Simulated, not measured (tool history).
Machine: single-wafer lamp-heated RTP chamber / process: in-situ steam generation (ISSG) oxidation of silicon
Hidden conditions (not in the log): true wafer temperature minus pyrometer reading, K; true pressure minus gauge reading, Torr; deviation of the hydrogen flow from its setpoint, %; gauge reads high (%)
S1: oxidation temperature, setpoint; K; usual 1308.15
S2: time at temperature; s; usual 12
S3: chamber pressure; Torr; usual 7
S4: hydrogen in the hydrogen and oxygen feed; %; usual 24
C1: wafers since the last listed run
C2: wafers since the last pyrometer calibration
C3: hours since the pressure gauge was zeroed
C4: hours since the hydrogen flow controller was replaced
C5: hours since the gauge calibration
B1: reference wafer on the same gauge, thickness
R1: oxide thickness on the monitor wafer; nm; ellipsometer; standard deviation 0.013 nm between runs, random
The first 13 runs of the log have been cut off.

run,day,S1,S2,S3,S4,C1,C2,C3,C4,C5,B1,R1
14,7.492,1289.15,15,7,24,262,946,37.1,163.8,275.4,5.807,5.337
15,7.883,1303.15,15,7,24,172,1119,46.5,173.2,284.8,5.805,5.686
16,8.204,1308.15,12,7,24,141,1260,54.2,180.9,292.5,5.811,5.197
17,8.742,1302.15,12,7,27,237,1497,67.1,193.8,305.4,5.81,5.262
18,9.092,1308.15,16,7,32,154,1652,75.5,202.2,313.8,5.813,6.496
# day 9.196: gauge calibrated
19,9.417,1308.15,10,7,24,143,1795,83.3,210,5.3,5.811,4.795
20,10.133,1308.15,15,6.9,32,316,2111,100.5,227.2,22.5,5.803,6.297
# day 10.675: pyrometer window cleaned and pyrometer calibrated
21,10.696,1308.15,13,7,17,101,10,114,240.7,36,5.808,4.968
22,11.192,1308.15,15,7,20,218,228,125.9,252.6,47.9,5.806,5.539
23,11.921,1308.15,12,7,24,321,550,143.4,270.1,65.4,5.814,5.214
24,12.654,1324.15,15,6.9,29,323,873,161,287.7,83,5.804,6.622
25,13.917,1308.15,12,6.9,27,556,1430,191.3,318,113.3,5.816,5.414
26,14.4,1317.15,13,6.9,24,213,1643,202.9,329.6,124.9,5.81,5.643
27,14.796,1308.15,12,7,24,174,1818,212.4,339.1,134.4,5.816,5.213
28,15.121,1308.15,12,7,24,143,1961,220.2,346.9,142.2,5.814,5.195
29,15.733,1314.15,12,7.7,24,270,2231,234.9,361.6,156.9,5.812,5.353
30,16.433,1308.15,12,7,24,308,2540,251.7,378.4,173.7,5.815,5.205

5 options for the next run, each taken on its own from the tool as it stands now. Forecast them:
A,16.45,1308.15,12,7,24,7,2547,252.1,378.8,174.1,?,?
B,16.45,1291.15,11,7,24,7,2547,252.1,378.8,174.1,?,?
C,16.45,1308.15,12,7,19,7,2547,252.1,378.8,174.1,?,?
D,16.45,1324.15,8,7,27,7,2547,252.1,378.8,174.1,?,?
E,16.45,1299.15,16,6.9,24,7,2547,252.1,378.8,174.1,?,?

run,B1,R1
A,5.808,5.214
B,5.808,4.675
C,5.808,4.899
D,5.808,4.782
E,5.808,5.733
Stripped of hidden state, with their random variation kept, the same runs would have yielded:
run,R1
A,5.214
B,4.675
C,4.899
D,4.782
E,5.733
